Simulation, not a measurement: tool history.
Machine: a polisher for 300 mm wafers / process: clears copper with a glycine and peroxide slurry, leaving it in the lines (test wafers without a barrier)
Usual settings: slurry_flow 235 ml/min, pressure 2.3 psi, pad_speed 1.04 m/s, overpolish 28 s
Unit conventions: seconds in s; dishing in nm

run   hour  slurry_flow  pressure  pad_speed  overpolish  incoming thickness of the incoming film, nm  seconds  dishing
  1    0.0          235       2.3       1.04          28                                        758.9    176.2     76.0
  2  101.7          270       2.3       1.04          28                                        742.0    164.9     74.9
  3  129.1          270       2.3       1.04          28                                        739.4    168.8     78.3
     153.4  -- worn pad replaced by a new one
  4  166.3          270       2.3       1.04          28                                        745.8    172.6     76.0
  5  262.1          200       2.0       1.04          28                                        745.7    190.6     69.8
     277.6  -- head pressure recalibrated
  6  279.6          200       2.0       1.04          28                                        754.3    186.2     72.8
  7  302.2          200       2.0       1.04          28                                        746.3    188.8     71.6
     332.8  -- worn pad replaced by a new one
  8  337.0          235       2.3       1.04          28                                        753.9    170.3     75.6
  9  366.3          235       2.1       1.04          28                                        734.8    172.9     70.5
 10  385.1          235       2.1       1.04          28                                        740.4    174.1     71.4
 11  467.5          235       2.3       1.04          28                                        745.9    168.5     74.3
 12  486.3          155       2.3       1.04          39                                        756.1    176.8     94.1
 13  503.8          235       2.3       1.04          28                                        742.4    170.7     74.3
     518.7  -- worn pad replaced by a new one
 14  524.5          285       2.3       1.18          28                                        762.6    150.4     78.1
     544.4  -- slurry nozzle cleaned
 15  559.3          235       2.3       1.04          11                                        745.2    173.7     34.9
 16  576.5          285       2.3       1.18          28                                        742.6    147.3     81.1
 17  604.5          235       1.8       1.04          40                                        748.0    194.4     86.5
 18  620.9          200       2.3       0.82          28                                        754.6    215.7     66.2
 19  647.8          265       2.9       1.04          28                                        741.3    149.5     85.8
 20  673.4          235       2.3       0.92          28                                        751.4    186.7     71.7
     697.0  -- head pressure recalibrated
 21  705.6          235       3.0       1.18          28                                        752.1    130.3     90.8
     719.2  -- worn pad replaced by a new one
 22  732.5          235       2.3       1.36          45                                        735.2    136.6    119.5
 23  764.3          265       2.5       1.40          28                                        757.6    129.2     94.7

Exercise: give the hidden state of the tool at every run:
removal rate lost through wear of the pad, %: 0 at every run
slurry flow missing at the pad, %: 0 at every run
deviation of the head's pressure from its setpoint, %: 0 at every run
